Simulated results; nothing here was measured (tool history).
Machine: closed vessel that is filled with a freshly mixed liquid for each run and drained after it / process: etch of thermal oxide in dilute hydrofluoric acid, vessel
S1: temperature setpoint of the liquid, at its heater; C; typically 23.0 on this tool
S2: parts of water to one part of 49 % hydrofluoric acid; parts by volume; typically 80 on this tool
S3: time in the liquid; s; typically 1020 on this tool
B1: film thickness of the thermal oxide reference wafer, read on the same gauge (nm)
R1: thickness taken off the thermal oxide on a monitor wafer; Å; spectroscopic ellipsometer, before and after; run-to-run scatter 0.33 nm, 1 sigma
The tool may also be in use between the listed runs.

| run | hour | S1 | S2 | S3 | B1 | R1 |
|---|---|---|---|---|---|---|
| 1 | 0.0 | 23.0 | 80 | 1020 | 139.98 | 450.4 |
| 2 | 40.5 | 23.0 | 80 | 1020 | 140.02 | 450.6 |
|  | 44.6 | thermometer replaced |
| 3 | 81.1 | 23.0 | 80 | 1020 | 140.00 | 493.3 |
| 4 | 134.4 | 23.0 | 80 | 1020 | 140.04 | 489.6 |
| 5 | 171.1 | 23.0 | 80 | 1020 | 139.97 | 495.3 |
| 6 | 221.7 | 23.0 | 80 | 1020 | 140.02 | 485.4 |
| 7 | 260.5 | 23.0 | 80 | 1020 | 139.97 | 486.8 |
| 8 | 312.7 | 23.0 | 80 | 1020 | 139.97 | 484.2 |
|  | 368.1 | gauge calibrated |
| 9 | 373.0 | 23.0 | 80 | 1020 | 139.99 | 482.1 |
| 10 | 402.3 | 23.0 | 80 | 1020 | 139.98 | 479.5 |
| 11 | 454.4 | 23.0 | 80 | 1020 | 139.99 | 477.2 |
| 12 | 510.7 | 23.0 | 80 | 1020 | 139.99 | 474.0 |
| 13 | 539.6 | 23.0 | 80 | 1020 | 140.01 | 466.6 |
| 14 | 565.2 | 23.0 | 80 | 1020 | 140.01 | 468.4 |
| 15 | 633.5 | 25.0 | 105 | 710 | 140.00 | 258.3 |
| 16 | 674.7 | 23.0 | 80 | 1020 | 140.00 | 468.1 |
| 17 | 701.9 | 23.0 | 95 | 1345 | 140.03 | 504.4 |
| 18 | 761.8 | 23.0 | 80 | 1020 | 140.00 | 463.5 |
| 19 | 791.1 | 23.0 | 55 | 1435 | 139.99 | 975.6 |
|  | 823.9 | hydrofluoric acid flow meter replaced |
| 20 | 863.1 | 20.5 | 80 | 1020 | 140.02 | 417.5 |

Estimate the outcome of run 21 from the log above:
| 21 | 890.7 | 23.0 | 80 | 1020 | ? | ? |

For run 21 the tool returned B1 139.97, R1 463.6 Å.
Without the tool's hidden state the same run would have given R1 502.0 Å.
